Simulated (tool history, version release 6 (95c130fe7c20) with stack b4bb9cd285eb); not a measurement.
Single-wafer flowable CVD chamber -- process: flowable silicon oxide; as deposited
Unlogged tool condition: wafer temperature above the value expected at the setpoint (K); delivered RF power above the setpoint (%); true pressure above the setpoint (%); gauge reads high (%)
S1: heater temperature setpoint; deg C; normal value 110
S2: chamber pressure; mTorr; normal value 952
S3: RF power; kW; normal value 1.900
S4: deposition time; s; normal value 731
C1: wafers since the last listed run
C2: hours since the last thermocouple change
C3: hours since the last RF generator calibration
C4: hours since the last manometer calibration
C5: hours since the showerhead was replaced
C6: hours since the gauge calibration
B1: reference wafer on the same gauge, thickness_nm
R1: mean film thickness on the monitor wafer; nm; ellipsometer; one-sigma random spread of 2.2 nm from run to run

| run | hour | S1 | S2 | S3 | S4 | C1 | C2 | C3 | C4 | C5 | C6 | B1 | R1 |
|---|---|---|---|---|---|---|---|---|---|---|---|---|---|
| 1 | 0.0 | 110 | 952 | 1.900 | 731 | 0 | 29.4 | 2.5 | 570.9 | 2695.2 | 445.7 | 437.544 | 382.676 |
| 2 | 57.1 | 110 | 952 | 1.900 | 731 | 113 | 86.5 | 59.6 | 628.0 | 2752.3 | 502.8 | 440.303 | 387.210 |
| 3 | 86.6 | 110 | 952 | 1.900 | 731 | 58 | 116.0 | 89.1 | 657.5 | 2781.8 | 532.3 | 440.225 | 387.073 |
| 4 | 108.5 | 110 | 952 | 1.900 | 731 | 43 | 137.9 | 111.0 | 679.4 | 2803.7 | 554.2 | 440.359 | 392.636 |
| 5 | 123.5 | 110 | 952 | 1.900 | 731 | 29 | 152.9 | 126.0 | 694.4 | 2818.7 | 569.2 | 441.884 | 387.860 |
| 6 | 136.1 | 110 | 952 | 1.900 | 731 | 24 | 165.5 | 138.6 | 707.0 | 2831.3 | 581.8 | 440.800 | 389.871 |
| 7 | 148.2 | 110 | 1009 | 1.730 | 731 | 24 | 177.6 | 150.7 | 719.1 | 2843.4 | 593.9 | 441.366 | 407.928 |
| 8 | 162.9 | 104 | 952 | 1.900 | 818 | 29 | 192.3 | 165.4 | 733.8 | 2858.1 | 608.6 | 442.117 | 524.548 |
|  | 170.9 | gauge calibrated |
| 9 | 198.6 | 121 | 952 | 2.105 | 803 | 70 | 228.0 | 201.1 | 769.5 | 2893.8 | 27.7 | 432.620 | 317.880 |
| 10 | 233.6 | 117 | 952 | 2.200 | 731 | 69 | 263.0 | 236.1 | 804.5 | 2928.8 | 62.7 | 432.990 | 324.944 |
| 11 | 263.6 | 110 | 952 | 1.900 | 731 | 59 | 293.0 | 266.1 | 834.5 | 2958.8 | 92.7 | 432.605 | 383.594 |
| 12 | 285.5 | 110 | 952 | 1.900 | 731 | 43 | 314.9 | 288.0 | 856.4 | 2980.7 | 114.6 | 433.016 | 381.921 |
| 13 | 301.5 | 105 | 952 | 1.710 | 635 | 31 | 330.9 | 304.0 | 872.4 | 2996.7 | 130.6 | 434.092 | 374.388 |
| 14 | 321.4 | 110 | 952 | 1.900 | 731 | 39 | 350.8 | 323.9 | 892.3 | 3016.6 | 150.5 | 432.920 | 384.879 |
|  | 334.7 | showerhead replaced |
| 15 | 350.8 | 110 | 952 | 1.900 | 731 | 42 | 380.2 | 353.3 | 921.7 | 16.1 | 179.9 | 432.765 | 383.958 |
| 16 | 372.7 | 110 | 952 | 1.900 | 731 | 43 | 402.1 | 375.2 | 943.6 | 38.0 | 201.8 | 433.468 | 387.510 |
| 17 | 401.0 | 120 | 952 | 1.900 | 606 | 56 | 430.4 | 403.5 | 971.9 | 66.3 | 230.1 | 434.237 | 242.649 |
| 18 | 416.9 | 122 | 870 | 1.900 | 845 | 31 | 446.3 | 419.4 | 987.8 | 82.2 | 246.0 | 433.897 | 291.858 |
| 19 | 451.0 | 110 | 1159 | 1.900 | 873 | 67 | 480.4 | 453.5 | 1021.9 | 116.3 | 280.1 | 434.048 | 549.905 |
|  | 470.6 | capacitance manometer re-zeroed and calibrated |
| 20 | 471.1 | 110 | 952 | 1.900 | 731 | 24 | 500.5 | 473.6 | 0.5 | 136.4 | 300.2 | 435.206 | 387.090 |
| 21 | 489.3 | 110 | 719 | 1.900 | 668 | 36 | 518.7 | 491.8 | 18.7 | 154.6 | 318.4 | 435.029 | 268.218 |
| 22 | 513.7 | 110 | 952 | 1.900 | 731 | 48 | 543.1 | 516.2 | 43.1 | 179.0 | 342.8 | 436.745 | 386.782 |
| 23 | 592.0 | 98 | 952 | 1.715 | 731 | 155 | 621.4 | 594.5 | 121.4 | 257.3 | 421.1 | 436.859 | 540.226 |
| 24 | 617.5 | 110 | 952 | 1.765 | 828 | 50 | 646.9 | 620.0 | 146.9 | 282.8 | 446.6 | 438.909 | 431.449 |
| 25 | 642.8 | 122 | 870 | 1.900 | 845 | 50 | 672.2 | 645.3 | 172.2 | 308.1 | 471.9 | 438.154 | 297.965 |
| 26 | 655.7 | 110 | 787 | 1.900 | 731 | 25 | 685.1 | 658.2 | 185.1 | 321.0 | 484.8 | 439.325 | 320.773 |
| 27 | 677.4 | 121 | 1157 | 1.670 | 680 | 43 | 706.8 | 679.9 | 206.8 | 342.7 | 506.5 | 439.552 | 311.547 |
| 28 | 713.3 | 98 | 737 | 2.075 | 674 | 71 | 742.7 | 715.8 | 242.7 | 378.6 | 542.4 | 440.766 | 400.457 |

Alternative continuations, all from the tool just after run 28; predict every row:
| A | 713.9 | 110 | 851 | 1.900 | 731 | 1 | 743.3 | 716.4 | 243.3 | 379.2 | 543.0 | ? | ? |
| B | 713.9 | 102 | 723 | 1.740 | 827 | 1 | 743.3 | 716.4 | 243.3 | 379.2 | 543.0 | ? | ? |
| C | 713.9 | 110 | 1098 | 1.900 | 731 | 1 | 743.3 | 716.4 | 243.3 | 379.2 | 543.0 | ? | ? |
| D | 713.9 | 102 | 1172 | 1.615 | 802 | 1 | 743.3 | 716.4 | 243.3 | 379.2 | 543.0 | ? | ? |

| run | B1 | R1 |
|---|---|---|
| A | 440.121 | 345.839 |
| B | 440.121 | 410.598 |
| C | 440.121 | 445.430 |
| D | 440.121 | 633.376 |
With the hidden condition removed and each run's random variation left untouched, the same runs would have given:
| run | R1 |
|---|---|
| A | 339.259 |
| B | 402.786 |
| C | 436.955 |
| D | 621.326 |
